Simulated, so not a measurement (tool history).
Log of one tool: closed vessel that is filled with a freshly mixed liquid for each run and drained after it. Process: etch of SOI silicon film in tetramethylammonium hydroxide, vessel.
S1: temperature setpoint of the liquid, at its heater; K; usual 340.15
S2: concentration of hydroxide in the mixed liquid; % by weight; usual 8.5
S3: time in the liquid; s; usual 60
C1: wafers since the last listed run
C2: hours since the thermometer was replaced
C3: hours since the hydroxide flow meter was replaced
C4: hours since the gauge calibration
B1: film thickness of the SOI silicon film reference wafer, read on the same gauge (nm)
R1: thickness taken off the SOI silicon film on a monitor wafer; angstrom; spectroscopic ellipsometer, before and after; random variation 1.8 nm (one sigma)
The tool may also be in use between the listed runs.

| run | hour | S1 | S2 | S3 | C1 | C2 | C3 | C4 | B1 | R1 |
|---|---|---|---|---|---|---|---|---|---|---|
| 1 | 0.0 | 340.15 | 8.5 | 60 | 0 | 593.9 | 958.1 | 645.8 | 140.00 | 3611.2 |
| 2 | 177.6 | 340.15 | 8.5 | 60 | 13171 | 771.5 | 1135.7 | 823.4 | 139.99 | 3576.5 |
| 3 | 219.6 | 340.15 | 9.5 | 60 | 3114 | 813.5 | 1177.7 | 865.4 | 139.98 | 3410.7 |
| 4 | 290.3 | 340.15 | 9.5 | 60 | 5243 | 884.2 | 1248.4 | 936.1 | 139.98 | 3392.3 |
| 5 | 376.8 | 340.15 | 8.5 | 60 | 6415 | 970.7 | 1334.9 | 1022.6 | 139.98 | 3520.1 |
|  | 412.6 | hydroxide flow meter replaced |
| 6 | 471.8 | 340.15 | 8.5 | 60 | 6971 | 1065.7 | 59.2 | 1117.6 | 140.00 | 3636.6 |
| 7 | 785.4 | 340.15 | 8.5 | 60 | 23258 | 1379.3 | 372.8 | 1431.2 | 139.96 | 3566.3 |
| 8 | 836.0 | 340.15 | 8.5 | 60 | 3752 | 1429.9 | 423.4 | 1481.8 | 139.99 | 3605.6 |
| 9 | 894.3 | 340.15 | 8.5 | 60 | 4323 | 1488.2 | 481.7 | 1540.1 | 139.98 | 3602.5 |
| 10 | 953.4 | 340.15 | 8.5 | 60 | 4383 | 1547.3 | 540.8 | 1599.2 | 139.96 | 3550.4 |
| 11 | 1050.0 | 340.15 | 8.5 | 60 | 7164 | 1643.9 | 637.4 | 1695.8 | 140.02 | 3542.7 |
| 12 | 1086.8 | 340.15 | 8.5 | 60 | 2729 | 1680.7 | 674.2 | 1732.6 | 140.01 | 3507.8 |
| 13 | 1124.7 | 340.15 | 7.0 | 70 | 2810 | 1718.6 | 712.1 | 1770.5 | 139.99 | 4363.1 |
| 14 | 1189.8 | 340.15 | 8.5 | 60 | 4828 | 1783.7 | 777.2 | 1835.6 | 140.01 | 3505.0 |
| 15 | 1231.0 | 342.15 | 9.0 | 50 | 3055 | 1824.9 | 818.4 | 1876.8 | 140.00 | 3225.7 |
| 16 | 1319.9 | 336.15 | 10.0 | 60 | 6593 | 1913.8 | 907.3 | 1965.7 | 140.00 | 2581.6 |
|  | 1340.5 | thermometer replaced |
| 17 | 1381.7 | 340.15 | 6.5 | 60 | 4509 | 41.2 | 969.1 | 2027.5 | 140.02 | 3972.6 |
| 18 | 1466.0 | 340.15 | 9.5 | 45 | 6252 | 125.5 | 1053.4 | 2111.8 | 140.04 | 2630.5 |
|  | 1480.3 | gauge calibrated |
| 19 | 1567.6 | 340.15 | 7.0 | 75 | 7535 | 227.1 | 1155.0 | 87.3 | 139.99 | 4890.2 |
|  | 1609.7 | hydroxide flow meter replaced |
| 20 | 1659.5 | 340.15 | 8.5 | 60 | 6741 | 319.0 | 49.8 | 179.2 | 139.95 | 3758.2 |
| 21 | 1742.3 | 340.15 | 8.5 | 60 | 6140 | 401.8 | 132.6 | 262.0 | 140.03 | 3733.9 |
| 22 | 1848.9 | 340.15 | 8.5 | 60 | 7906 | 508.4 | 239.2 | 368.6 | 140.01 | 3738.7 |
| 23 | 1885.1 | 340.15 | 9.5 | 60 | 2684 | 544.6 | 275.4 | 404.8 | 140.05 | 3552.4 |
| 24 | 1939.1 | 340.15 | 8.5 | 35 | 4004 | 598.6 | 329.4 | 458.8 | 140.03 | 2147.6 |
| 25 | 1979.6 | 340.15 | 8.5 | 95 | 3003 | 639.1 | 369.9 | 499.3 | 139.96 | 5788.3 |
| 26 | 2036.0 | 340.15 | 6.5 | 70 | 4182 | 695.5 | 426.3 | 555.7 | 139.97 | 4628.8 |

Forecast each of these 4 alternatives for the next run:
| A | 2036.7 | 340.15 | 8.5 | 75 | 51 | 696.2 | 427.0 | 556.4 | ? | ? |
| B | 2036.7 | 340.15 | 7.5 | 60 | 51 | 696.2 | 427.0 | 556.4 | ? | ? |
| C | 2036.7 | 333.65 | 9.0 | 60 | 51 | 696.2 | 427.0 | 556.4 | ? | ? |
| D | 2036.7 | 333.15 | 6.5 | 80 | 51 | 696.2 | 427.0 | 556.4 | ? | ? |

| run | B1 | R1 |
|---|---|---|
| A | 140.03 | 4627.7 |
| B | 140.03 | 3858.2 |
| C | 140.03 | 2437.0 |
| D | 140.03 | 3488.1 |
Without the tool's hidden state the same runs would have given:
| run | R1 |
|---|---|
| A | 4809.9 |
| B | 4000.5 |
| C | 2538.6 |
| D | 3612.9 |

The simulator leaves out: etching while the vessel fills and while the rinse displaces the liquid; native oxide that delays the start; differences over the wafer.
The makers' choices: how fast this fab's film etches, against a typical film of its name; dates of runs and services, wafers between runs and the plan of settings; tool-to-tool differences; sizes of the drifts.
